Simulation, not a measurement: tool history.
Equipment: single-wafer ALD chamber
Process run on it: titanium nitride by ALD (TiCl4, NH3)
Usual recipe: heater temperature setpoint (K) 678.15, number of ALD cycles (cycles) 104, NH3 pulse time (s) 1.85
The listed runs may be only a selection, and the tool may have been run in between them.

| run | hour | heater temperature setpoint (K) | number of ALD cycles (cycles) | NH3 pulse time (s) | read-back reference wafer on the same gauge, thickness_nm | mean film thickness on the monitor wafer (angstrom) |
|---|---|---|---|---|---|---|
| 1 | 0.0 | 678.15 | 94 | 1.85 | 2.110 | 21.23 |
| 2 | 9.7 | 678.15 | 94 | 1.85 | 2.108 | 21.30 |
| 3 | 16.7 | 678.15 | 104 | 1.85 | 2.110 | 23.51 |
| 4 | 28.7 | 678.15 | 104 | 1.85 | 2.111 | 23.59 |
| 5 | 36.5 | 678.15 | 104 | 1.85 | 2.109 | 23.70 |
| 6 | 54.4 | 678.15 | 104 | 1.85 | 2.109 | 23.62 |
| 7 | 70.2 | 678.15 | 104 | 1.85 | 2.110 | 23.41 |
| 8 | 87.3 | 678.15 | 104 | 1.85 | 2.109 | 23.51 |
|  | 102.4 | gauge calibrated |
|  | 108.3 | thermocouple changed; heater temperature recalibrated |
| 9 | 108.8 | 678.15 | 104 | 1.85 | 2.110 | 23.63 |
|  | 118.0 | showerhead replaced |
| 10 | 126.1 | 678.15 | 104 | 1.85 | 2.111 | 23.49 |
| 11 | 137.4 | 678.15 | 104 | 1.85 | 2.111 | 23.60 |
| 12 | 149.3 | 678.15 | 117 | 1.85 | 2.111 | 26.35 |
| 13 | 159.5 | 684.15 | 99 | 2.35 | 2.111 | 22.62 |
| 14 | 172.5 | 663.15 | 88 | 1.64 | 2.109 | 19.56 |
| 15 | 190.4 | 692.15 | 86 | 1.85 | 2.112 | 19.59 |
| 16 | 200.3 | 678.15 | 104 | 1.85 | 2.109 | 23.58 |
| 17 | 228.0 | 672.15 | 114 | 1.13 | 2.109 | 25.15 |
| 18 | 235.4 | 689.15 | 84 | 2.43 | 2.110 | 19.28 |
| 19 | 248.5 | 678.15 | 96 | 1.85 | 2.110 | 21.86 |
| 20 | 260.6 | 682.15 | 96 | 1.14 | 2.110 | 21.45 |
|  | 268.4 | gauge calibrated |
| 21 | 271.5 | 669.15 | 104 | 2.15 | 2.111 | 23.62 |
| 22 | 280.0 | 672.15 | 114 | 1.13 | 2.110 | 25.32 |
| 23 | 287.7 | 678.15 | 104 | 1.85 | 2.109 | 23.58 |
| 24 | 298.6 | 670.15 | 115 | 1.85 | 2.112 | 25.82 |

4 ways to go on from here, each from the tool as it stands after run 24. What would each give?
| A | 299.2 | 678.15 | 104 | 1.85 | ? | ? |
| B | 299.2 | 690.15 | 104 | 2.16 | ? | ? |
| C | 299.2 | 693.15 | 122 | 1.85 | ? | ? |
| D | 299.2 | 666.15 | 114 | 1.85 | ? | ? |

| run | read-back reference wafer on the same gauge, thickness_nm | mean film thickness on the monitor wafer (angstrom) |
|---|---|---|
| A | 2.111 | 23.53 |
| B | 2.111 | 23.76 |
| C | 2.111 | 27.79 |
| D | 2.111 | 25.53 |
With the hidden condition removed and each run's random variation left untouched, the same runs would have given:
| run | mean film thickness on the monitor wafer (angstrom) |
|---|---|
| A | 23.53 |
| B | 23.76 |
| C | 27.79 |
| D | 25.53 |
